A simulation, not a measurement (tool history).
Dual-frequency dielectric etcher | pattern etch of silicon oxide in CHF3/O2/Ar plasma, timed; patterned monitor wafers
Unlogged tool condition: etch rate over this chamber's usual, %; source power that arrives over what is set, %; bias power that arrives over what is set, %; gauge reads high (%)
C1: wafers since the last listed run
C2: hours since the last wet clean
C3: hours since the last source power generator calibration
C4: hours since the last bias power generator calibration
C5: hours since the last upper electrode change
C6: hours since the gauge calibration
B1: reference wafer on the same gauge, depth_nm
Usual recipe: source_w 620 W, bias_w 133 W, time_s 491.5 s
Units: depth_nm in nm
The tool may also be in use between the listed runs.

{"run": 1, "hour": 0.0, "source_w": 620, "bias_w": 133, "time_s": 491.5, "C1": 0, "C2": 257.4, "C3": 4621.3, "C4": 1617.5, "C5": 4013.2, "C6": 259.3, "B1": 932.3, "depth_nm": 836.4}
{"run": 2, "hour": 13.5, "source_w": 620, "bias_w": 133, "time_s": 491.5, "C1": 57, "C2": 270.9, "C3": 4634.8, "C4": 1631.0, "C5": 4026.7, "C6": 272.8, "B1": 931.9, "depth_nm": 842.9}
{"run": 3, "hour": 26.1, "source_w": 620, "bias_w": 133, "time_s": 377.0, "C1": 53, "C2": 283.5, "C3": 4647.4, "C4": 1643.6, "C5": 4039.3, "C6": 285.4, "B1": 932.7, "depth_nm": 643.8}
{"run": 4, "hour": 32.6, "source_w": 620, "bias_w": 133, "time_s": 377.0, "C1": 27, "C2": 290.0, "C3": 4653.9, "C4": 1650.1, "C5": 4045.8, "C6": 291.9, "B1": 932.6, "depth_nm": 651.0}
{"run": 5, "hour": 48.5, "source_w": 620, "bias_w": 133, "time_s": 377.0, "C1": 67, "C2": 305.9, "C3": 4669.8, "C4": 1666.0, "C5": 4061.7, "C6": 307.8, "B1": 930.3, "depth_nm": 636.4}
{"run": 6, "hour": 57.4, "source_w": 620, "bias_w": 133, "time_s": 491.5, "C1": 37, "C2": 314.8, "C3": 4678.7, "C4": 1674.9, "C5": 4070.6, "C6": 316.7, "B1": 931.5, "depth_nm": 837.3}
{"run": 7, "hour": 68.1, "source_w": 620, "bias_w": 133, "time_s": 491.5, "C1": 45, "C2": 325.5, "C3": 4689.4, "C4": 1685.6, "C5": 4081.3, "C6": 327.4, "B1": 931.8, "depth_nm": 849.4}
{"run": 8, "hour": 78.5, "source_w": 620, "bias_w": 133, "time_s": 491.5, "C1": 44, "C2": 335.9, "C3": 4699.8, "C4": 1696.0, "C5": 4091.7, "C6": 337.8, "B1": 932.9, "depth_nm": 826.9}
{"run": 9, "hour": 91.1, "source_w": 620, "bias_w": 133, "time_s": 491.5, "C1": 53, "C2": 348.5, "C3": 4712.4, "C4": 1708.6, "C5": 4104.3, "C6": 350.4, "B1": 932.3, "depth_nm": 838.6}
{"run": 10, "hour": 98.6, "source_w": 620, "bias_w": 133, "time_s": 491.5, "C1": 31, "C2": 356.0, "C3": 4719.9, "C4": 1716.1, "C5": 4111.8, "C6": 357.9, "B1": 932.5, "depth_nm": 849.6}
{"run": 11, "hour": 114.8, "source_w": 620, "bias_w": 133, "time_s": 491.5, "C1": 68, "C2": 372.2, "C3": 4736.1, "C4": 1732.3, "C5": 4128.0, "C6": 374.1, "B1": 932.3, "depth_nm": 845.2}
{"hour": 130.2, "done": "bias power generator calibrated"}
{"run": 12, "hour": 130.7, "source_w": 620, "bias_w": 133, "time_s": 491.5, "C1": 50, "C2": 388.1, "C3": 4752.0, "C4": 0.5, "C5": 4143.9, "C6": 390.0, "B1": 932.1, "depth_nm": 845.2}
{"hour": 142.1, "done": "gauge calibrated"}
{"run": 13, "hour": 142.2, "source_w": 620, "bias_w": 133, "time_s": 491.5, "C1": 48, "C2": 399.6, "C3": 4763.5, "C4": 12.0, "C5": 4155.4, "C6": 0.1, "B1": 932.7, "depth_nm": 852.7}
{"run": 14, "hour": 148.7, "source_w": 620, "bias_w": 133, "time_s": 491.5, "C1": 27, "C2": 406.1, "C3": 4770.0, "C4": 18.5, "C5": 4161.9, "C6": 6.6, "B1": 932.6, "depth_nm": 855.5}
{"run": 15, "hour": 158.4, "source_w": 730, "bias_w": 133, "time_s": 491.5, "C1": 41, "C2": 415.8, "C3": 4779.7, "C4": 28.2, "C5": 4171.6, "C6": 16.3, "B1": 932.1, "depth_nm": 933.0}

Forecast run 16:
{"run": 16, "hour": 169.3, "source_w": 620, "bias_w": 133, "time_s": 491.5, "C1": 46, "C2": 426.7, "C3": 4790.6, "C4": 39.1, "C5": 4182.5, "C6": 27.2, "B1": "?", "depth_nm": "?"}

{"run 16": {"B1": 931.2, "depth_nm": 848.5}}
Without the tool's hidden state the same run would have given depth_nm 818.3 nm.

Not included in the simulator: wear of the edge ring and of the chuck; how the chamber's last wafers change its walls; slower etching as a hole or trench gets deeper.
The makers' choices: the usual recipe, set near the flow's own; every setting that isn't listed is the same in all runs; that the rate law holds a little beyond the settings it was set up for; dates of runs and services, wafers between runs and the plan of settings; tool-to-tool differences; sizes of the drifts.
